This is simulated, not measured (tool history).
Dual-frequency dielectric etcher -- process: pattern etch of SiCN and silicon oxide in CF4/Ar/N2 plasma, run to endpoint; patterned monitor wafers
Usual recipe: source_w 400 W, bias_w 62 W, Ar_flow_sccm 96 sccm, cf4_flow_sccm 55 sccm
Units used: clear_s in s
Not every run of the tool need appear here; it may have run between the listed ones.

run     day  source_w  bias_w  Ar_flow_sccm  cf4_flow_sccm  wafers since the last listed run  hours since the last wet clean  hours since the last source power generator calibration  hours since the last bias power generator calibration  hours since the last Ar flow controller change  hours since the last CF4 flow controller change  hours since the last upper electrode change  incoming incoming film thickness, nm  clear_s
  1       0       400      62            96             55                                 0                           514.2                                                   3978.2                                                   93.6                                            87.7                                             99.7                                          3.2                                 10.91     13.2
  2    0.25       340      62            88             55                                80                           520.2                                                   3984.2                                                   99.6                                            93.7                                            105.7                                          9.2                                 10.93       15
  3   0.704       400      62            96             55                               145                           531.1                                                   3995.1                                                  110.5                                           104.6                                            116.6                                         20.1                                 10.83     13.2
  4   0.983       400      62            96             55                                89                           537.8                                                   4001.8                                                  117.2                                           111.3                                            123.3                                         26.8                                 10.99     13.3
  5   1.508       400      62            96             55                               168                           550.4                                                   4014.4                                                  129.8                                           123.9                                            135.9                                         39.4                                 10.93     13.3
  6   2.008       310      55            96             62                               160                           562.4                                                   4026.4                                                  141.8                                           135.9                                            147.9                                         51.4                                 10.88     16.8
      2.492  -- source power generator calibrated
  7   2.571       320      62            96             55                               126                           575.9                                                      1.9                                                  155.3                                           149.4                                            161.4                                         64.9                                    11     16.4
  8   2.862       400      62            96             55                                93                           582.9                                                      8.9                                                  162.3                                           156.4                                            168.4                                         71.9                                 10.97     13.4
  9   3.475       440      72           117             51                               196                           597.6                                                     23.6                                                    177                                           171.1                                            183.1                                         86.6                                 10.83     12.2
 10    4.05       400      57            96             55                               184                           611.4                                                     37.4                                                  190.8                                           184.9                                            196.9                                        100.4                                  10.9     13.5
 11   4.425       400      51            96             51                               120                           620.4                                                     46.4                                                  199.8                                           193.9                                            205.9                                        109.4                                  10.8     14.1
 12   4.704       310      49           106             55                                89                           627.1                                                     53.1                                                  206.5                                           200.6                                            212.6                                        116.1                                 10.93     18.2
 13   5.208       400      50            81             62                               161                           639.2                                                     65.2                                                  218.6                                           212.7                                            224.7                                        128.2                                 10.83     13.1
      6.738  -- wet clean of the chamber
 14   6.758       310      62            96             55                               176                             0.5                                                    102.4                                                  255.8                                           249.9                                            261.9                                        165.4                                  10.8     17.3
 15   6.771       430      76            82             69                                 4                             0.8                                                    102.7                                                  256.1                                           250.2                                            262.2                                        165.7                                 10.99     11.3
 16   6.808       440      62            96             55                                12                             1.7                                                    103.6                                                    257                                           251.1                                            263.1                                        166.6                                 10.89     12.4
 17   7.167       450      54            73             55                               114                            10.3                                                    112.2                                                  265.6                                           259.7                                            271.7                                        175.2                                 10.86     11.9
 18   7.746       320      73            79             60                               185                            24.2                                                    126.1                                                  279.5                                           273.6                                            285.6                                        189.1                                 10.91     15.1
 19   9.458       400      72           110             41                               548                            65.3                                                    167.2                                                  320.6                                           314.7                                            326.7                                        230.2                                 10.93     14.8
 20     9.9       480      62           120             55                               141                            75.9                                                    177.8                                                  331.2                                           325.3                                            337.3                                        240.8                                 10.95     12.1
 21  10.196       430      76            82             69                                94                              83                                                    184.9                                                  338.3                                           332.4                                            344.4                                        247.9                                 10.89     11.2
 22  10.912       400      52           109             55                               229                           100.2                                                    202.1                                                  355.5                                           349.6                                            361.6                                        265.1                                 10.77     14.4
 23  11.575       400      56            96             50                               212                           116.1                                                      218                                                  371.4                                           365.5                                            377.5                                          281                                 10.89     14.5
 24  12.258       490      73            72             55                               218                           132.5                                                    234.4                                                  387.8                                           381.9                                            393.9                                        297.4                                 10.87     10.2

Each row is a separate what-if for the run after 24, all from the same tool condition, not one after another. Results?
  A  12.275       490      62            96             55                                 5                           132.9                                                    234.8                                                  388.2                                           382.3                                            394.3                                        297.8                                 10.78        ?
  B  12.275       360      55            72             55                                 5                           132.9                                                    234.8                                                  388.2                                           382.3                                            394.3                                        297.8                                 10.78        ?
  C  12.275       400      46            96             48                                 5                           132.9                                                    234.8                                                  388.2                                           382.3                                            394.3                                        297.8                                 10.78        ?
  D  12.275       400      62           104             55                                 5                           132.9                                                    234.8                                                  388.2                                           382.3                                            394.3                                        297.8                                 10.78        ?
  E  12.275       400      62           107             55                                 5                           132.9                                                    234.8                                                  388.2                                           382.3                                            394.3                                        297.8                                 10.78        ?

run  clear_s
  A     11.2
  B     14.4
  C     15.2
  D     13.8
  E     13.8
What these runs would have given with no unlogged condition in the tool:
run  clear_s
  A     11.4
  B     14.7
  C     15.4
  D       14
  E     14.1

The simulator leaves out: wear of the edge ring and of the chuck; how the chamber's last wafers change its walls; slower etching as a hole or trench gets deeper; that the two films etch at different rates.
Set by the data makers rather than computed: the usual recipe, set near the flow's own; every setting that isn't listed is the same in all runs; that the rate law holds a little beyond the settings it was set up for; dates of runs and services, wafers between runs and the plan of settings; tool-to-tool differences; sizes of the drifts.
